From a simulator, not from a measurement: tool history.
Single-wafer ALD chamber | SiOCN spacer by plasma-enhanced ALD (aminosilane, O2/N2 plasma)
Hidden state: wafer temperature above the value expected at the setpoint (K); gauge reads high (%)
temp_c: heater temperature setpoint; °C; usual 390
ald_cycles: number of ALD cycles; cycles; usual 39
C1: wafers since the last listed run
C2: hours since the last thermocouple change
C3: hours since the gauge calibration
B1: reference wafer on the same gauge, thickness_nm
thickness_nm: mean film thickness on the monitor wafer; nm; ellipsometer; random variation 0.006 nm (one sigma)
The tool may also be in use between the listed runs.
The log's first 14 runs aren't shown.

{"run": 15, "hour": 207.6, "temp_c": 390, "ald_cycles": 39, "C1": 93, "C2": 2651.8, "C3": 225.2, "B1": 2.36, "thickness_nm": 2.43}
{"run": 16, "hour": 224.0, "temp_c": 390, "ald_cycles": 39, "C1": 99, "C2": 2668.2, "C3": 241.6, "B1": 2.36, "thickness_nm": 2.433}
{"hour": 242.6, "done": "thermocouple changed; heater temperature recalibrated"}
{"run": 17, "hour": 243.1, "temp_c": 390, "ald_cycles": 39, "C1": 67, "C2": 0.5, "C3": 260.7, "B1": 2.36, "thickness_nm": 2.444}
{"run": 18, "hour": 243.4, "temp_c": 390, "ald_cycles": 44, "C1": 1, "C2": 0.8, "C3": 261, "B1": 2.36, "thickness_nm": 2.752}
{"run": 19, "hour": 255.4, "temp_c": 383, "ald_cycles": 35, "C1": 72, "C2": 12.8, "C3": 273, "B1": 2.363, "thickness_nm": 2.194}
{"run": 20, "hour": 263.4, "temp_c": 401, "ald_cycles": 44, "C1": 48, "C2": 20.8, "C3": 281, "B1": 2.364, "thickness_nm": 2.749}
{"run": 21, "hour": 270.0, "temp_c": 377, "ald_cycles": 36, "C1": 40, "C2": 27.4, "C3": 287.6, "B1": 2.366, "thickness_nm": 2.256}
{"run": 22, "hour": 322.3, "temp_c": 385, "ald_cycles": 34, "C1": 317, "C2": 79.7, "C3": 339.9, "B1": 2.369, "thickness_nm": 2.135}
{"run": 23, "hour": 331.2, "temp_c": 390, "ald_cycles": 39, "C1": 54, "C2": 88.6, "C3": 348.8, "B1": 2.371, "thickness_nm": 2.451}
{"run": 24, "hour": 342.4, "temp_c": 401, "ald_cycles": 35, "C1": 67, "C2": 99.8, "C3": 360, "B1": 2.373, "thickness_nm": 2.192}
{"hour": 349.7, "done": "gauge calibrated"}
{"run": 25, "hour": 352.1, "temp_c": 390, "ald_cycles": 33, "C1": 58, "C2": 109.5, "C3": 2.4, "B1": 2.337, "thickness_nm": 2.029}
{"run": 26, "hour": 368.7, "temp_c": 390, "ald_cycles": 35, "C1": 100, "C2": 126.1, "C3": 19, "B1": 2.336, "thickness_nm": 2.162}
{"run": 27, "hour": 375.2, "temp_c": 385, "ald_cycles": 36, "C1": 39, "C2": 132.6, "C3": 25.5, "B1": 2.338, "thickness_nm": 2.228}
{"run": 28, "hour": 389.5, "temp_c": 403, "ald_cycles": 34, "C1": 86, "C2": 146.9, "C3": 39.8, "B1": 2.34, "thickness_nm": 2.08}
{"run": 29, "hour": 401.2, "temp_c": 390, "ald_cycles": 39, "C1": 71, "C2": 158.6, "C3": 51.5, "B1": 2.34, "thickness_nm": 2.415}
{"run": 30, "hour": 409.7, "temp_c": 400, "ald_cycles": 39, "C1": 51, "C2": 167.1, "C3": 60, "B1": 2.339, "thickness_nm": 2.414}
{"run": 31, "hour": 421.9, "temp_c": 390, "ald_cycles": 45, "C1": 74, "C2": 179.3, "C3": 72.2, "B1": 2.341, "thickness_nm": 2.796}
{"run": 32, "hour": 431.6, "temp_c": 390, "ald_cycles": 44, "C1": 58, "C2": 189, "C3": 81.9, "B1": 2.341, "thickness_nm": 2.74}
{"run": 33, "hour": 447.9, "temp_c": 376, "ald_cycles": 43, "C1": 98, "C2": 205.3, "C3": 98.2, "B1": 2.343, "thickness_nm": 2.671}
{"run": 34, "hour": 465.5, "temp_c": 405, "ald_cycles": 39, "C1": 106, "C2": 222.9, "C3": 115.8, "B1": 2.343, "thickness_nm": 2.37}
{"run": 35, "hour": 482.8, "temp_c": 401, "ald_cycles": 39, "C1": 104, "C2": 240.2, "C3": 133.1, "B1": 2.348, "thickness_nm": 2.408}

Forecast each of these 4 alternatives for the next run:
{"run": "A", "hour": 483.3, "temp_c": 386, "ald_cycles": 39, "C1": 3, "C2": 240.7, "C3": 133.6, "B1": "?", "thickness_nm": "?"}
{"run": "B", "hour": 483.3, "temp_c": 390, "ald_cycles": 31, "C1": 3, "C2": 240.7, "C3": 133.6, "B1": "?", "thickness_nm": "?"}
{"run": "C", "hour": 483.3, "temp_c": 380, "ald_cycles": 39, "C1": 3, "C2": 240.7, "C3": 133.6, "B1": "?", "thickness_nm": "?"}
{"run": "D", "hour": 483.3, "temp_c": 376, "ald_cycles": 36, "C1": 3, "C2": 240.7, "C3": 133.6, "B1": "?", "thickness_nm": "?"}

run=A B1=2.348 thickness_nm=2.422
run=B B1=2.348 thickness_nm=1.925
run=C B1=2.348 thickness_nm=2.422
run=D B1=2.348 thickness_nm=2.235
Without the tool's hidden state the same runs would have given:
run=A thickness_nm=2.414
run=B thickness_nm=1.919
run=C thickness_nm=2.414
run=D thickness_nm=2.228
